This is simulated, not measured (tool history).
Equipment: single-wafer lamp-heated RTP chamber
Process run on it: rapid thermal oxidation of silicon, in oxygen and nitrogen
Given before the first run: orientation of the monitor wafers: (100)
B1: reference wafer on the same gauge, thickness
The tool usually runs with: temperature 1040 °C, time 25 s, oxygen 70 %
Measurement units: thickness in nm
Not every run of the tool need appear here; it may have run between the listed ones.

run 1 hour=0 | temperature=1040 time=25 oxygen=70 | B1=5.091 | thickness=4.551
run 2 hour=69.2 | temperature=1055 time=25 oxygen=70 | B1=5.089 | thickness=5.07
-- hour=88.5 pyrometer window cleaned and pyrometer calibrated
run 3 hour=93.9 | temperature=1055 time=25 oxygen=70 | B1=5.091 | thickness=5.01
run 4 hour=165.8 | temperature=1040 time=25 oxygen=70 | B1=5.091 | thickness=4.564
run 5 hour=197.9 | temperature=1040 time=25 oxygen=70 | B1=5.088 | thickness=4.58
-- hour=239.4 gauge calibrated
run 6 hour=239.8 | temperature=1040 time=25 oxygen=70 | B1=5.091 | thickness=4.598
run 7 hour=284.3 | temperature=1040 time=25 oxygen=70 | B1=5.089 | thickness=4.602
-- hour=295.8 pyrometer window cleaned and pyrometer calibrated
-- hour=300.5 oxygen flow controller replaced
run 8 hour=350.8 | temperature=1040 time=25 oxygen=70 | B1=5.091 | thickness=4.554
run 9 hour=416.8 | temperature=1040 time=25 oxygen=70 | B1=5.09 | thickness=4.573
run 10 hour=445.8 | temperature=1040 time=25 oxygen=70 | B1=5.089 | thickness=4.585
-- hour=473.5 pyrometer window cleaned and pyrometer calibrated
run 11 hour=493.7 | temperature=1031 time=34 oxygen=85 | B1=5.092 | thickness=5.177
run 12 hour=530.5 | temperature=1040 time=25 oxygen=70 | B1=5.093 | thickness=4.542
run 13 hour=601 | temperature=1058 time=30 oxygen=70 | B1=5.092 | thickness=5.563
-- hour=666 pyrometer window cleaned and pyrometer calibrated
run 14 hour=668.3 | temperature=1059 time=14 oxygen=80 | B1=5.092 | thickness=4.265

What does the tool deliver on the next run?
run 15 hour=724.9 | temperature=1048 time=25 oxygen=90 | B1=? | thickness=?

Run 15 yielded B1 5.088, thickness 5.235 nm.
Take away the tool's hidden state, keep the run-to-run variation as it was, and the same run would have given thickness 5.203 nm.

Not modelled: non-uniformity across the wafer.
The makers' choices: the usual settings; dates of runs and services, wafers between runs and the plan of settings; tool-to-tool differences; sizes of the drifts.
